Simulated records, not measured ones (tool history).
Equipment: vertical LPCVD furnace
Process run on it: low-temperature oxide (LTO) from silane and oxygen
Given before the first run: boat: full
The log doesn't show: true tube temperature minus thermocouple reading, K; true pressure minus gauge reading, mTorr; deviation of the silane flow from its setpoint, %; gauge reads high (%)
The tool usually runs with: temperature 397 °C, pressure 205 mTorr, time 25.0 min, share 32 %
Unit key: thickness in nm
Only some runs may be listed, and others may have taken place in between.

run	hour	temperature	pressure	time	share	wafers since the last listed run	hours since the last temperature calibration	hours since the pressure gauge was zeroed	hours since the silane flow controller was replaced	hours since the gauge calibration	read-back reference wafer on the same gauge, thickness	thickness
1	0.0	397	205	25.0	32	0	3886.9	2213.3	6471.7	57.0	131.99	149.58
2	15.2	397	205	25.0	32	278	3902.1	2228.5	6486.9	72.2	132.08	149.78
3	46.3	397	205	25.0	32	569	3933.2	2259.6	6518.0	103.3	132.04	149.59
4	66.7	405	205	21.0	32	373	3953.6	2280.0	6538.4	123.7	132.16	137.79
# hour 123.5: pressure gauge zeroed
5	124.0	405	205	21.0	32	610	4010.9	0.5	6595.7	181.0	131.93	132.74
# hour 140.4: gauge calibrated
6	163.0	397	205	25.0	37	714	4049.9	39.5	6634.7	22.6	132.04	175.93
# hour 208.4: silane flow controller replaced
# hour 216.4: thermocouples replaced and temperature profile calibrated
7	216.9	397	205	25.0	32	400	0.5	93.4	8.5	76.5	132.07	144.41
8	220.9	397	205	25.0	32	73	4.5	97.4	12.5	80.5	131.89	144.35
9	232.9	397	190	30.5	32	219	16.5	109.4	24.5	92.5	132.10	163.56
10	259.0	403	205	25.0	36	478	42.6	135.5	50.6	118.6	132.07	183.12
11	274.6	405	205	21.0	32	285	58.2	151.1	66.2	134.2	131.97	134.05
12	302.4	397	175	28.5	32	509	86.0	178.9	94.0	162.0	132.06	141.99
# hour 331.7: gauge calibrated
13	332.6	397	175	28.5	32	553	116.2	209.1	124.2	0.9	131.90	142.14
14	349.1	397	190	25.0	29	302	132.7	225.6	140.7	17.4	132.01	117.04
15	374.1	405	205	21.0	32	457	157.7	250.6	165.7	42.4	132.01	134.62
16	388.3	397	190	25.0	32	260	171.9	264.8	179.9	56.6	131.98	135.42

4 ways to go on from here, each from the tool as it stands after run 16. What would each give?
A	392.4	401	205	25.0	32	75	176.0	268.9	184.0	60.7	?	?
B	392.4	386	190	25.0	37	75	176.0	268.9	184.0	60.7	?	?
C	392.4	397	245	25.0	32	75	176.0	268.9	184.0	60.7	?	?
D	392.4	386	175	15.5	38	75	176.0	268.9	184.0	60.7	?	?

run	read-back reference wafer on the same gauge, thickness	thickness
A	132.02	153.02
B	132.02	145.17
C	132.02	173.95
D	132.02	85.99
Without the tool's hidden state the same runs would have given:
run	thickness
A	150.20
B	142.28
C	171.26
D	84.14
